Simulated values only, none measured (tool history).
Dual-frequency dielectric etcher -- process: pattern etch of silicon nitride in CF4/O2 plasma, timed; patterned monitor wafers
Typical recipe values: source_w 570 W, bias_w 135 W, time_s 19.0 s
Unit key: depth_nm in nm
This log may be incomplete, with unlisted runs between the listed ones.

run,hour,source_w,bias_w,time_s,wafers since the last listed run,hours since the last wet clean,hours since the last source power generator calibration,hours since the last bias power generator calibration,hours since the last upper electrode change,hours since the gauge calibration,"read-back reference wafer on the same gauge, depth_nm",depth_nm
1,0.0,570,135,19.0,0,118.1,3269.8,1688.5,2139.8,336.6,34.84,41.77
2,31.1,570,135,19.0,252,149.2,3300.9,1719.6,2170.9,367.7,34.77,41.82
3,76.3,570,135,19.0,367,194.4,3346.1,1764.8,2216.1,412.9,34.78,42.04
4,146.4,570,135,19.0,569,264.5,3416.2,1834.9,2286.2,483.0,34.82,42.11
5,171.7,570,135,19.0,205,289.8,3441.5,1860.2,2311.5,508.3,34.76,42.06
6,224.6,570,135,15.5,429,342.7,3494.4,1913.1,2364.4,561.2,34.80,34.51
7,252.6,570,135,15.5,227,370.7,3522.4,1941.1,2392.4,589.2,34.82,34.65
8,285.0,570,135,15.5,263,403.1,3554.8,1973.5,2424.8,621.6,34.83,34.60
9,343.7,570,135,19.0,477,461.8,3613.5,2032.2,2483.5,680.3,34.79,42.54
10,413.8,570,135,19.0,569,531.9,3683.6,2102.3,2553.6,750.4,34.80,42.85
# hour 424.1: source power generator calibrated
11,441.8,570,135,19.0,195,559.9,17.7,2130.3,2581.6,778.4,34.77,40.67
# hour 475.2: wet clean of the chamber
12,475.6,570,135,23.0,79,0.4,51.5,2164.1,2615.4,812.2,34.81,48.37
13,532.4,680,135,19.0,461,57.2,108.3,2220.9,2672.2,869.0,34.83,47.96
14,586.2,570,135,19.0,437,111.0,162.1,2274.7,2726.0,922.8,34.75,40.07
15,644.1,680,135,19.0,470,168.9,220.0,2332.6,2783.9,980.7,34.79,48.03
16,702.8,530,117,19.0,477,227.6,278.7,2391.3,2842.6,1039.4,34.83,35.32
17,733.8,570,135,16.5,251,258.6,309.7,2422.3,2873.6,1070.4,34.77,34.88
18,757.9,530,117,19.0,195,282.7,333.8,2446.4,2897.7,1094.5,34.84,35.29
# hour 806.3: upper electrode replaced
19,820.7,440,107,23.5,315,345.5,396.6,2509.2,14.4,1157.3,34.81,34.63
20,854.2,570,135,19.0,272,379.0,430.1,2542.7,47.9,1190.8,34.77,40.58
# hour 887.1: gauge calibrated
21,896.0,690,135,15.5,339,420.8,471.9,2584.5,89.7,8.9,34.84,40.27
# hour 903.7: bias power generator calibrated
22,965.3,570,135,21.5,530,490.1,541.2,61.6,159.0,78.2,34.84,45.88
23,993.0,440,168,24.0,225,517.8,568.9,89.3,186.7,105.9,34.74,42.07
# hour 1067.5: wet clean of the chamber
24,1068.0,570,166,17.0,414,0.5,643.9,164.3,261.7,180.9,34.87,38.56
25,1087.6,570,147,19.0,159,20.1,663.5,183.9,281.3,200.5,34.81,41.39
26,1123.5,630,135,19.0,291,56.0,699.4,219.8,317.2,236.4,34.80,44.30
27,1191.8,510,135,21.0,555,124.3,767.7,288.1,385.5,304.7,34.78,39.35

Same runs, no hidden state in the tool, same run-to-run variation:
The tool's hidden condition here consists of: etch rate over this chamber's usual, %; source power that arrives over what is set, %; bias power that arrives over what is set, %; gauge reads high (%).
run,depth_nm
1,39.94
2,39.91
3,40.02
4,39.92
5,39.81
6,32.56
7,32.64
8,32.53
9,39.86
10,39.98
11,39.81
12,48.39
13,47.88
14,39.92
15,47.76
16,35.04
17,34.56
18,34.94
19,34.20
20,40.03
21,39.66
22,45.07
23,41.27
24,38.46
25,41.26
26,44.09
27,39.06

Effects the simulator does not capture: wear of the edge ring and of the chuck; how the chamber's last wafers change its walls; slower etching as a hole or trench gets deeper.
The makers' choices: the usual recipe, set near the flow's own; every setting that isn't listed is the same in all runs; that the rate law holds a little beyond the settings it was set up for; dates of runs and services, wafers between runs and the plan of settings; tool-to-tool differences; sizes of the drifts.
